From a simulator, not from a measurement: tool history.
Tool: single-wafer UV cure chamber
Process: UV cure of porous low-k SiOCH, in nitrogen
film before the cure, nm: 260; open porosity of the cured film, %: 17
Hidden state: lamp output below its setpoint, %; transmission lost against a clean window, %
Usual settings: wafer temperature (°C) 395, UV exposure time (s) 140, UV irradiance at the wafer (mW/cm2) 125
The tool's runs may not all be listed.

run,hour,wafer temperature (°C),UV exposure time (s),UV irradiance at the wafer (mW/cm2),wafers since the last listed run,hours since the UV bulbs were replaced,wafers since the quartz window was cleaned,loss of film thickness in the cure (%)
1,0.0,383,140,125,0,1611.3,2230,8.818
# hour 6.7: quartz window cleaned
2,89.2,395,140,109,575,1700.5,575,8.526
3,131.4,395,140,109,294,1742.7,869,8.601
4,236.1,395,140,109,730,1847.4,1599,8.535
# hour 284.2: quartz window cleaned
5,340.0,395,140,125,668,1951.3,388,9.781
6,391.7,395,140,125,360,2003.0,749,9.270
7,439.9,395,140,125,336,2051.2,1085,9.216
8,505.4,395,140,125,456,2116.7,1542,9.191
# hour 595.7: quartz window cleaned
9,613.1,395,140,125,695,2224.4,121,9.647
10,665.0,395,140,125,362,2276.3,483,9.255
11,743.6,383,140,125,548,2354.9,1031,8.837
# hour 824.8: UV bulbs replaced
12,843.5,389,115,145,641,18.7,1672,8.287
# hour 882.9: quartz window cleaned
13,916.0,395,70,96,449,91.2,230,5.957
14,966.5,378,140,125,352,141.7,583,8.949

The next listed run, before its measurement:
15,1008.2,376,210,125,290,183.4,874,?

loss of film thickness in the cure (%): 10.522
Without the tool's hidden state the same run would have given loss of film thickness in the cure (%) 11.244.

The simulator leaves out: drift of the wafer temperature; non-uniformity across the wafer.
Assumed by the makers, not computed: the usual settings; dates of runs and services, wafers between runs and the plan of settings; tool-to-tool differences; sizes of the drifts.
